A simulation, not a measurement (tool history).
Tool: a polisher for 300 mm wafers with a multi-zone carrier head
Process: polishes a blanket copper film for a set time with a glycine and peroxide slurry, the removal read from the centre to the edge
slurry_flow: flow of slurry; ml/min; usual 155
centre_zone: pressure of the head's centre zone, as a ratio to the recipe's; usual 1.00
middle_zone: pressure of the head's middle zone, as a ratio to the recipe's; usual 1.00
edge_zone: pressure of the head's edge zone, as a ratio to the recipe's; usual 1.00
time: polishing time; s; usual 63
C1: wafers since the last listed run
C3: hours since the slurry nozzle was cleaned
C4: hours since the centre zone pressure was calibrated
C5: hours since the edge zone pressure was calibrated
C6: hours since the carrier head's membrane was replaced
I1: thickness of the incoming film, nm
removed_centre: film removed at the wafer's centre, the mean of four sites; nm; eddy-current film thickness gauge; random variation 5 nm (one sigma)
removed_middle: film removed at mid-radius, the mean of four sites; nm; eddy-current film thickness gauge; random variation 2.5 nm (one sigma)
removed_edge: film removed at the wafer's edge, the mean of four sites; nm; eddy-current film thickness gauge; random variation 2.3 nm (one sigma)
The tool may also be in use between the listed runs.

run 1 day=0.000 | slurry_flow=125 centre_zone=1.00 middle_zone=1.00 edge_zone=1.00 time=63 | C1=0 wafers_polished_on_this_pad=351 C3=788.5 C4=22.3 C5=485.9 C6=1420.4 | I1=2285.7 | removed_centre=327.5 removed_middle=320.8 removed_edge=333.2
run 2 day=0.500 | slurry_flow=155 centre_zone=1.00 middle_zone=1.00 edge_zone=1.08 time=63 | C1=118 wafers_polished_on_this_pad=470 C3=800.5 C4=34.3 C5=497.9 C6=1432.4 | I1=2293.1 | removed_centre=345.0 removed_middle=328.0 removed_edge=358.4
run 3 day=1.192 | slurry_flow=155 centre_zone=1.00 middle_zone=1.00 edge_zone=1.00 time=63 | C1=164 wafers_polished_on_this_pad=634 C3=817.1 C4=50.9 C5=514.5 C6=1449.0 | I1=2250.4 | removed_centre=339.6 removed_middle=325.4 removed_edge=336.2
-- day=1.508 worn pad replaced by a new one
run 4 day=2.700 | slurry_flow=155 centre_zone=1.00 middle_zone=1.00 edge_zone=1.09 time=63 | C1=318 wafers_polished_on_this_pad=282 C3=853.3 C4=87.1 C5=550.7 C6=1485.2 | I1=2231.3 | removed_centre=356.9 removed_middle=336.3 removed_edge=366.2
run 5 day=3.212 | slurry_flow=155 centre_zone=1.00 middle_zone=1.00 edge_zone=1.09 time=63 | C1=121 wafers_polished_on_this_pad=404 C3=865.6 C4=99.4 C5=563.0 C6=1497.5 | I1=2257.8 | removed_centre=350.9 removed_middle=333.4 removed_edge=357.0
run 6 day=3.946 | slurry_flow=155 centre_zone=1.00 middle_zone=1.00 edge_zone=1.00 time=63 | C1=174 wafers_polished_on_this_pad=578 C3=883.2 C4=117.0 C5=580.6 C6=1515.1 | I1=2257.5 | removed_centre=350.3 removed_middle=332.8 removed_edge=342.4
run 7 day=4.375 | slurry_flow=155 centre_zone=1.00 middle_zone=1.00 edge_zone=1.00 time=63 | C1=101 wafers_polished_on_this_pad=680 C3=893.5 C4=127.3 C5=590.9 C6=1525.4 | I1=2259.3 | removed_centre=343.1 removed_middle=327.7 removed_edge=336.1
-- day=4.500 slurry nozzle cleaned
-- day=4.708 worn pad replaced by a new one
run 8 day=4.754 | slurry_flow=185 centre_zone=1.00 middle_zone=1.00 edge_zone=1.10 time=63 | C1=40 wafers_polished_on_this_pad=10 C3=6.1 C4=136.4 C5=600.0 C6=1534.5 | I1=2286.1 | removed_centre=365.4 removed_middle=352.2 removed_edge=375.1
-- day=4.971 edge zone pressure recalibrated
run 9 day=5.121 | slurry_flow=155 centre_zone=1.00 middle_zone=1.00 edge_zone=1.07 time=55 | C1=67 wafers_polished_on_this_pad=78 C3=14.9 C4=145.2 C5=3.6 C6=1543.3 | I1=2228.5 | removed_centre=312.1 removed_middle=291.3 removed_edge=317.5
-- day=5.446 carrier head's membrane replaced by a new one
run 10 day=5.742 | slurry_flow=155 centre_zone=1.06 middle_zone=1.00 edge_zone=1.00 time=74 | C1=97 wafers_polished_on_this_pad=175 C3=29.8 C4=160.1 C5=18.5 C6=7.1 | I1=2239.9 | removed_centre=442.0 removed_middle=392.6 removed_edge=411.1
run 11 day=6.129 | slurry_flow=155 centre_zone=1.00 middle_zone=1.00 edge_zone=1.00 time=63 | C1=91 wafers_polished_on_this_pad=267 C3=39.1 C4=169.4 C5=27.8 C6=16.4 | I1=2279.8 | removed_centre=352.0 removed_middle=335.7 removed_edge=347.5
run 12 day=6.733 | slurry_flow=155 centre_zone=1.11 middle_zone=1.00 edge_zone=1.00 time=63 | C1=143 wafers_polished_on_this_pad=411 C3=53.6 C4=183.9 C5=42.3 C6=30.9 | I1=2280.7 | removed_centre=390.2 removed_middle=333.7 removed_edge=346.9
run 13 day=7.104 | slurry_flow=155 centre_zone=1.00 middle_zone=1.00 edge_zone=1.00 time=63 | C1=88 wafers_polished_on_this_pad=499 C3=62.5 C4=192.8 C5=51.2 C6=39.8 | I1=2252.1 | removed_centre=339.5 removed_middle=330.0 removed_edge=340.5
run 14 day=7.483 | slurry_flow=155 centre_zone=1.00 middle_zone=0.97 edge_zone=0.93 time=63 | C1=90 wafers_polished_on_this_pad=589 C3=71.6 C4=201.9 C5=60.3 C6=48.9 | I1=2270.5 | removed_centre=342.7 removed_middle=320.3 removed_edge=328.5
run 15 day=8.012 | slurry_flow=135 centre_zone=1.00 middle_zone=1.07 edge_zone=0.93 time=49 | C1=125 wafers_polished_on_this_pad=715 C3=84.3 C4=214.6 C5=73.0 C6=61.6 | I1=2238.3 | removed_centre=252.1 removed_middle=257.0 removed_edge=244.7
run 16 day=8.371 | slurry_flow=155 centre_zone=1.00 middle_zone=1.00 edge_zone=1.00 time=63 | C1=85 wafers_polished_on_this_pad=800 C3=92.9 C4=223.2 C5=81.6 C6=70.2 | I1=2216.4 | removed_centre=331.5 removed_middle=318.3 removed_edge=331.6
-- day=8.733 worn pad replaced by a new one
run 17 day=9.071 | slurry_flow=130 centre_zone=1.00 middle_zone=0.91 edge_zone=1.10 time=63 | C1=126 wafers_polished_on_this_pad=79 C3=109.7 C4=240.0 C5=98.4 C6=87.0 | I1=2234.4 | removed_centre=329.9 removed_middle=303.0 removed_edge=356.9
run 18 day=9.425 | slurry_flow=130 centre_zone=1.03 middle_zone=1.00 edge_zone=1.00 time=63 | C1=84 wafers_polished_on_this_pad=163 C3=118.2 C4=248.5 C5=106.9 C6=95.5 | I1=2271.8 | removed_centre=348.8 removed_middle=327.3 removed_edge=335.0
run 19 day=9.921 | slurry_flow=100 centre_zone=0.96 middle_zone=1.00 edge_zone=1.11 time=63 | C1=117 wafers_polished_on_this_pad=281 C3=130.1 C4=260.4 C5=118.8 C6=107.4 | I1=2254.6 | removed_centre=304.0 removed_middle=304.1 removed_edge=339.3
run 20 day=10.404 | slurry_flow=155 centre_zone=1.06 middle_zone=1.00 edge_zone=1.00 time=77 | C1=114 wafers_polished_on_this_pad=396 C3=141.7 C4=272.0 C5=130.4 C6=119.0 | I1=2250.2 | removed_centre=448.0 removed_middle=411.5 removed_edge=421.3
run 21 day=10.667 | slurry_flow=155 centre_zone=1.05 middle_zone=0.97 edge_zone=1.09 time=85 | C1=62 wafers_polished_on_this_pad=458 C3=148.0 C4=278.3 C5=136.7 C6=125.3 | I1=2232.5 | removed_centre=500.6 removed_middle=435.6 removed_edge=479.6
run 22 day=11.404 | slurry_flow=155 centre_zone=1.00 middle_zone=0.94 edge_zone=1.04 time=63 | C1=175 wafers_polished_on_this_pad=633 C3=165.7 C4=296.0 C5=154.4 C6=143.0 | I1=2273.2 | removed_centre=337.7 removed_middle=308.7 removed_edge=345.5

4 ways to go on from here, each from the tool as it stands after run 22. What would each give?
run A day=11.421 | slurry_flow=155 centre_zone=1.06 middle_zone=1.00 edge_zone=1.00 time=63 | C1=3 wafers_polished_on_this_pad=637 C3=166.1 C4=296.4 C5=154.8 C6=143.4 | I1=2241.9 | removed_centre=? removed_middle=? removed_edge=?
run B day=11.421 | slurry_flow=155 centre_zone=1.00 middle_zone=1.06 edge_zone=1.00 time=63 | C1=3 wafers_polished_on_this_pad=637 C3=166.1 C4=296.4 C5=154.8 C6=143.4 | I1=2241.9 | removed_centre=? removed_middle=? removed_edge=?
run C day=11.421 | slurry_flow=195 centre_zone=1.00 middle_zone=1.00 edge_zone=1.00 time=63 | C1=3 wafers_polished_on_this_pad=637 C3=166.1 C4=296.4 C5=154.8 C6=143.4 | I1=2241.9 | removed_centre=? removed_middle=? removed_edge=?
run D day=11.421 | slurry_flow=155 centre_zone=0.92 middle_zone=1.10 edge_zone=1.00 time=78 | C1=3 wafers_polished_on_this_pad=637 C3=166.1 C4=296.4 C5=154.8 C6=143.4 | I1=2241.9 | removed_centre=? removed_middle=? removed_edge=?

run=A removed_centre=365.0 removed_middle=326.1 removed_edge=336.4
run=B removed_centre=344.4 removed_middle=342.8 removed_edge=336.1
run=C removed_centre=359.4 removed_middle=339.0 removed_edge=346.0
run=D removed_centre=392.1 removed_middle=438.2 removed_edge=415.9
Without the tool's hidden state the same runs would have given:
run=A removed_centre=381.0 removed_middle=340.4 removed_edge=351.1
run=B removed_centre=359.4 removed_middle=357.7 removed_edge=350.8
run=C removed_centre=375.1 removed_middle=353.8 removed_edge=361.1
run=D removed_centre=409.2 removed_middle=457.3 removed_edge=434.1

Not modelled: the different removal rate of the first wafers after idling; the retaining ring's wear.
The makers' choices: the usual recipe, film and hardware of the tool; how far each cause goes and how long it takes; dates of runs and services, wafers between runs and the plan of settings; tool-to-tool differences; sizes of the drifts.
